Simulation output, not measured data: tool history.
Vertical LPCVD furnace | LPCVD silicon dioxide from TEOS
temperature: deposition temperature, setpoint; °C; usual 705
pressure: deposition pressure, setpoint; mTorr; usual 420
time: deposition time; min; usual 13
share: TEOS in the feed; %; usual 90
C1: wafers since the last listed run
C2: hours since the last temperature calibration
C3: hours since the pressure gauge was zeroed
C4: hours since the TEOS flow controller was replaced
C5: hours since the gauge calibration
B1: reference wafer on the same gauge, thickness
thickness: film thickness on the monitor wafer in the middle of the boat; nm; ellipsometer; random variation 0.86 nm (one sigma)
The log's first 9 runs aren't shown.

run 10 hour=785.5 | temperature=705 pressure=420 time=13 share=90 | C1=4348 C2=557.5 C3=2612.1 C4=2198.5 C5=927.5 | B1=150.98 | thickness=144.5
run 11 hour=876.7 | temperature=705 pressure=420 time=13 share=90 | C1=1691 C2=648.7 C3=2703.3 C4=2289.7 C5=1018.7 | B1=150.93 | thickness=143.91
run 12 hour=944.9 | temperature=705 pressure=515 time=13 share=97 | C1=1264 C2=716.9 C3=2771.5 C4=2357.9 C5=1086.9 | B1=150.97 | thickness=167.28
run 13 hour=1006.5 | temperature=705 pressure=420 time=17 share=84 | C1=1142 C2=778.5 C3=2833.1 C4=2419.5 C5=1148.5 | B1=151.03 | thickness=183.33
run 14 hour=1047 | temperature=705 pressure=420 time=13 share=90 | C1=751 C2=819 C3=2873.6 C4=2460 C5=1189 | B1=151.05 | thickness=145.56
run 15 hour=1105.1 | temperature=705 pressure=490 time=13 share=90 | C1=1077 C2=877.1 C3=2931.7 C4=2518.1 C5=1247.1 | B1=151.01 | thickness=158.42
run 16 hour=1168.7 | temperature=716 pressure=420 time=13 share=90 | C1=1179 C2=940.7 C3=2995.3 C4=2581.7 C5=1310.7 | B1=150.94 | thickness=188.16
-- hour=1264.3 TEOS flow controller replaced
run 17 hour=1264.8 | temperature=705 pressure=370 time=16.5 share=97 | C1=1337 C2=1036.8 C3=3091.4 C4=0.5 C5=1406.8 | B1=150.73 | thickness=179.58
run 18 hour=1290 | temperature=705 pressure=420 time=16 share=90 | C1=467 C2=1062 C3=3116.6 C4=25.7 C5=1432 | B1=150.96 | thickness=179.7
run 19 hour=1357.9 | temperature=705 pressure=470 time=13 share=80 | C1=1259 C2=1129.9 C3=3184.5 C4=93.6 C5=1499.9 | B1=150.98 | thickness=145.38
-- hour=1414.3 pressure gauge zeroed
run 20 hour=1443.5 | temperature=705 pressure=420 time=13 share=90 | C1=1142 C2=1215.5 C3=29.2 C4=179.2 C5=1585.5 | B1=150.93 | thickness=146.26
run 21 hour=1500.4 | temperature=697 pressure=335 time=9 share=90 | C1=1055 C2=1272.4 C3=86.1 C4=236.1 C5=1642.4 | B1=151.04 | thickness=74.7
run 22 hour=1561.5 | temperature=712 pressure=450 time=13 share=90 | C1=1133 C2=1333.5 C3=147.2 C4=297.2 C5=1703.5 | B1=151.07 | thickness=175.84
run 23 hour=1617.3 | temperature=705 pressure=420 time=13 share=85 | C1=1034 C2=1389.3 C3=203 C4=353 C5=1759.3 | B1=150.99 | thickness=141.74
run 24 hour=1677.4 | temperature=705 pressure=420 time=17 share=90 | C1=1114 C2=1449.4 C3=263.1 C4=413.1 C5=1819.4 | B1=151.05 | thickness=190.88
run 25 hour=1729.4 | temperature=705 pressure=315 time=13 share=90 | C1=964 C2=1501.4 C3=315.1 C4=465.1 C5=1871.4 | B1=151.14 | thickness=125.93
run 26 hour=1792.4 | temperature=705 pressure=420 time=13 share=90 | C1=1168 C2=1564.4 C3=378.1 C4=528.1 C5=1934.4 | B1=150.98 | thickness=146.03
run 27 hour=1890.7 | temperature=696 pressure=385 time=8.5 share=90 | C1=1822 C2=1662.7 C3=476.4 C4=626.4 C5=2032.7 | B1=150.88 | thickness=74.23
run 28 hour=1994.5 | temperature=709 pressure=520 time=15.5 share=97 | C1=1924 C2=1766.5 C3=580.2 C4=730.2 C5=2136.5 | B1=151.04 | thickness=222.25
run 29 hour=2066.9 | temperature=701 pressure=500 time=13 share=90 | C1=1342 C2=1838.9 C3=652.6 C4=802.6 C5=2208.9 | B1=150.92 | thickness=145.73
run 30 hour=2159 | temperature=712 pressure=420 time=13 share=90 | C1=1708 C2=1931 C3=744.7 C4=894.7 C5=2301 | B1=151.28 | thickness=171.26
-- hour=2188.7 gauge calibrated
run 31 hour=2233.3 | temperature=700 pressure=325 time=13 share=90 | C1=1377 C2=2005.3 C3=819 C4=969 C5=44.6 | B1=151.06 | thickness=114.19
run 32 hour=2272.9 | temperature=705 pressure=510 time=13 share=97 | C1=734 C2=2044.9 C3=858.6 C4=1008.6 C5=84.2 | B1=150.69 | thickness=166.76

Forecast each of these 3 alternatives for the next run:
run A hour=2276.4 | temperature=705 pressure=420 time=13 share=90 | C1=64 C2=2048.4 C3=862.1 C4=1012.1 C5=87.7 | B1=? | thickness=?
run B hour=2276.4 | temperature=709 pressure=420 time=8 share=90 | C1=64 C2=2048.4 C3=862.1 C4=1012.1 C5=87.7 | B1=? | thickness=?
run C hour=2276.4 | temperature=705 pressure=320 time=13 share=90 | C1=64 C2=2048.4 C3=862.1 C4=1012.1 C5=87.7 | B1=? | thickness=?

run=A B1=151.09 thickness=145.73
run=B B1=151.09 thickness=98.29
run=C B1=151.09 thickness=127.21
Without the tool's hidden state the same runs would have given:
run=A thickness=145.73
run=B thickness=98.29
run=C thickness=127.21

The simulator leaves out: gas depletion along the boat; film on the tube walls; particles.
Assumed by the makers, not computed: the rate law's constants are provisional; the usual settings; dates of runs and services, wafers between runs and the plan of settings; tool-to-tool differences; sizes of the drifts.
